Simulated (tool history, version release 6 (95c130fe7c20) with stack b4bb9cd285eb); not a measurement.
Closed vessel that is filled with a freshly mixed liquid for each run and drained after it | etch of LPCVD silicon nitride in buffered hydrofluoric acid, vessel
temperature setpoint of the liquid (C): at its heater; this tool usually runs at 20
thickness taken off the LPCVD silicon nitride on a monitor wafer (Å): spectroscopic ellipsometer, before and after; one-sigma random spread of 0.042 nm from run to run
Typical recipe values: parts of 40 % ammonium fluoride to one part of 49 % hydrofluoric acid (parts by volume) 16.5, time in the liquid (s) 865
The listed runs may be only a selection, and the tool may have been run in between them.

run	day	temperature setpoint of the liquid (C)	parts of 40 % ammonium fluoride to one part of 49 % hydrofluoric acid (parts by volume)	time in the liquid (s)	read-back film thickness of the LPCVD silicon nitride reference wafer, read on the same gauge (nm)	thickness taken off the LPCVD silicon nitride on a monitor wafer (Å)
1	0	22.5	16.5	865	40.01	62
2	0.592	22.5	16.5	865	40	62.5
# day 0.633: gauge calibrated
3	1.642	22.5	16.5	865	40	62.4
4	3.092	20	18.5	865	39.98	49.6
5	4.158	20	18.5	865	40	49.4
6	7.317	20	16.5	690	40.01	43.6
7	8.708	20	16.5	690	39.98	43.2
8	9.642	20	16.5	690	39.99	43.4
9	10.9	20	21.5	595	40	30.7
# day 12.171: thermometer replaced
10	12.254	20	16.5	865	39.98	49.1
# day 12.375: gauge calibrated
11	12.825	17	21.5	540	40.02	21.5
# day 13.212: hydrofluoric acid flow meter replaced
12	13.917	22.5	22	1190	39.99	70.5
13	14.925	23.5	16.5	620	40	51.6
14	15.946	20	16.5	650	40	44.2
15	16.517	20	16.5	865	40.01	57.5
16	17.925	17.5	23	1205	40.02	53.7
17	18.829	20	16.5	865	40.01	58.7

Forecast each of these 5 alternatives for the next run:
A	18.867	20	22.5	865	?	?
B	18.867	22	16.5	1210	?	?
C	18.867	23	16.5	720	?	?
D	18.867	20	16.5	655	?	?
E	18.867	17	20.5	865	?	?

run	read-back film thickness of the LPCVD silicon nitride reference wafer, read on the same gauge (nm)	thickness taken off the LPCVD silicon nitride on a monitor wafer (Å)
A	40.02	45.1
B	40.02	91.7
C	40.02	57.7
D	40.02	44.4
E	40.02	40.6
Without the tool's unlogged condition, the same runs would have read:
run	thickness taken off the LPCVD silicon nitride on a monitor wafer (Å)
A	44
B	90.3
C	56.8
D	43.7
E	39.6
